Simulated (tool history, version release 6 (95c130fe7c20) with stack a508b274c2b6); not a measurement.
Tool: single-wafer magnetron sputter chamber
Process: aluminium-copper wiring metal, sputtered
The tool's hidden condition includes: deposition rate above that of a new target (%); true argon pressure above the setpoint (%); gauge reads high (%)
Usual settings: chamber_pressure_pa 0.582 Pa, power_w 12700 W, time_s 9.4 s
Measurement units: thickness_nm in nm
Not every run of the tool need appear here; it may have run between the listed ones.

| run | hour | chamber_pressure_pa | power_w | time_s | wafers since the last listed run | wafers on the sputter target | hours since the last manometer calibration | hours since the magnet pack was replaced | hours since the gauge calibration | read-back reference wafer on the same gauge, thickness_nm | thickness_nm |
|---|---|---|---|---|---|---|---|---|---|---|---|
| 1 | 0 | 0.661 | 12700 | 9.4 | 0 | 6194 | 2235.4 | 10175.2 | 183.3 | 173.017 | 168.764 |
| 2 | 14.4 | 0.661 | 12700 | 9.4 | 309 | 6503 | 2249.8 | 10189.6 | 197.7 | 173.017 | 168.72 |
| 3 | 26.2 | 0.702 | 12700 | 9.4 | 253 | 6756 | 2261.6 | 10201.4 | 209.5 | 172.945 | 164.27 |
| 4 | 44.1 | 0.582 | 12700 | 9.4 | 384 | 7141 | 2279.5 | 10219.3 | 227.4 | 173.024 | 176.941 |
| 5 | 53.1 | 0.582 | 12700 | 9.4 | 193 | 7334 | 2288.5 | 10228.3 | 236.4 | 173.067 | 177.291 |
| 6 | 70.3 | 0.582 | 12700 | 9.4 | 369 | 7703 | 2305.7 | 10245.5 | 253.6 | 172.89 | 176.576 |
| 7 | 87.5 | 0.582 | 13550 | 9.4 | 369 | 8073 | 2322.9 | 10262.7 | 270.8 | 172.931 | 188.165 |
|  | 96.5 | sputter target and shields replaced |
|  | 108 | magnet pack replaced |
| 8 | 108.5 | 0.582 | 13550 | 9.4 | 107 | 85 | 2343.9 | 0.5 | 291.8 | 173 | 191.884 |
| 9 | 108.8 | 0.582 | 12700 | 9.4 | 6 | 91 | 2344.2 | 0.8 | 292.1 | 173.025 | 179.966 |
| 10 | 116.1 | 0.582 | 12700 | 9.4 | 156 | 248 | 2351.5 | 8.1 | 299.4 | 172.996 | 179.864 |
| 11 | 127.6 | 0.582 | 12700 | 9.4 | 246 | 495 | 2363 | 19.6 | 310.9 | 172.953 | 179.326 |
| 12 | 136.6 | 0.582 | 12700 | 9.4 | 193 | 688 | 2372 | 28.6 | 319.9 | 172.997 | 179.692 |
|  | 150.9 | gauge calibrated |
| 13 | 153.9 | 0.582 | 12700 | 9.4 | 371 | 1060 | 2389.3 | 45.9 | 3 | 172.998 | 178.673 |
| 14 | 166.2 | 0.582 | 15500 | 10.32 | 264 | 1324 | 2401.6 | 58.2 | 15.3 | 173.025 | 238.243 |
|  | 175 | capacitance manometer re-zeroed and calibrated |
| 15 | 175.5 | 0.582 | 12700 | 7.77 | 27 | 1352 | 0.5 | 67.5 | 24.6 | 172.976 | 153.041 |
| 16 | 181.4 | 0.582 | 13550 | 9.4 | 126 | 1479 | 6.4 | 73.4 | 30.5 | 172.99 | 196.712 |
| 17 | 191.9 | 0.738 | 13700 | 10.36 | 225 | 1704 | 16.9 | 83.9 | 41 | 173.057 | 200.934 |
| 18 | 208.9 | 0.794 | 15700 | 10.1 | 365 | 2069 | 33.9 | 100.9 | 58 | 172.972 | 216.839 |
| 19 | 223.2 | 0.448 | 12700 | 9.4 | 307 | 2376 | 48.2 | 115.2 | 72.3 | 173.048 | 199.196 |
| 20 | 236.2 | 0.49 | 10550 | 8.1 | 279 | 2656 | 61.2 | 128.2 | 85.3 | 173.043 | 139.536 |
| 21 | 272.4 | 0.582 | 13550 | 9.4 | 777 | 3433 | 97.4 | 164.4 | 121.5 | 172.954 | 195.65 |
| 22 | 278.6 | 0.386 | 12700 | 10.22 | 133 | 3566 | 103.6 | 170.6 | 127.7 | 173.084 | 224.209 |

Predict each of these 3 candidate next runs independently; none follows another, all start after run 22:
| A | 279 | 0.582 | 12700 | 8.18 | 8 | 3575 | 104 | 171 | 128.1 | ? | ? |
| B | 279 | 0.74 | 12700 | 10.07 | 8 | 3575 | 104 | 171 | 128.1 | ? | ? |
| C | 279 | 0.785 | 13750 | 7.65 | 8 | 3575 | 104 | 171 | 128.1 | ? | ? |

| run | read-back reference wafer on the same gauge, thickness_nm | thickness_nm |
|---|---|---|
| A | 173.027 | 159.785 |
| B | 173.027 | 179.918 |
| C | 173.027 | 144.161 |
Without the tool's hidden state the same runs would have given:
| run | thickness_nm |
|---|---|
| A | 164.041 |
| B | 185.058 |
| C | 148.354 |
